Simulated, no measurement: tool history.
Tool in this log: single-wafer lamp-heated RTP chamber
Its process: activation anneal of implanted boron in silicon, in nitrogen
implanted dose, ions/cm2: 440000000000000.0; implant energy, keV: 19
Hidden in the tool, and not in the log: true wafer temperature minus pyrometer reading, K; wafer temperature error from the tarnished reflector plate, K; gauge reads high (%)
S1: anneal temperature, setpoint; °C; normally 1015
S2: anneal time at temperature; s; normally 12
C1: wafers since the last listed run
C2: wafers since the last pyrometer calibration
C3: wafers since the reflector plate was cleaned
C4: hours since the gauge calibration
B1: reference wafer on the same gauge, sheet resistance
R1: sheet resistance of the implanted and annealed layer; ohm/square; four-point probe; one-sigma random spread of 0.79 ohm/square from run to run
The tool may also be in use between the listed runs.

run 1 hour=0 | S1=1031 S2=12 | C1=0 C2=508 C3=6218 C4=251.5 | B1=256.23 | R1=256.15
run 2 hour=14 | S1=1015 S2=17 | C1=261 C2=770 C3=6479 C4=265.5 | B1=256.37 | R1=256
run 3 hour=35.1 | S1=1015 S2=12 | C1=394 C2=1164 C3=6874 C4=286.6 | B1=256.74 | R1=257.96
run 4 hour=66.9 | S1=1015 S2=12 | C1=594 C2=1758 C3=7468 C4=318.4 | B1=257.26 | R1=258.25
run 5 hour=102.3 | S1=1021 S2=18 | C1=661 C2=2420 C3=8129 C4=353.8 | B1=257.65 | R1=255.28
run 6 hour=117.2 | S1=1021 S2=18 | C1=278 C2=2698 C3=8408 C4=368.7 | B1=257.8 | R1=257.29
run 7 hour=147.6 | S1=1021 S2=18 | C1=568 C2=3266 C3=8976 C4=399.1 | B1=258.23 | R1=257.6
run 8 hour=172.2 | S1=997 S2=12 | C1=459 C2=3726 C3=9435 C4=423.7 | B1=258.79 | R1=266.15
-- hour=181.5 pyrometer window cleaned and pyrometer calibrated
-- hour=194.8 reflector plate cleaned
run 9 hour=199.5 | S1=1039 S2=18 | C1=211 C2=187 C3=87 C4=451 | B1=259.29 | R1=256
-- hour=221.2 gauge calibrated
run 10 hour=227.6 | S1=1039 S2=6 | C1=525 C2=712 C3=612 C4=6.4 | B1=254.63 | R1=252.25
run 11 hour=262 | S1=1015 S2=12 | C1=642 C2=1355 C3=1255 C4=40.8 | B1=254.55 | R1=255.07

Run 12 is up next; what results do you expect?
run 12 hour=282.5 | S1=996 S2=8 | C1=383 C2=1738 C3=1638 C4=61.3 | B1=? | R1=?

{"run 12": {"B1": 254.83, "R1": 262.96}}
The same run, on a tool lacking any hidden state, would have yielded R1 263.35 ohm/square.

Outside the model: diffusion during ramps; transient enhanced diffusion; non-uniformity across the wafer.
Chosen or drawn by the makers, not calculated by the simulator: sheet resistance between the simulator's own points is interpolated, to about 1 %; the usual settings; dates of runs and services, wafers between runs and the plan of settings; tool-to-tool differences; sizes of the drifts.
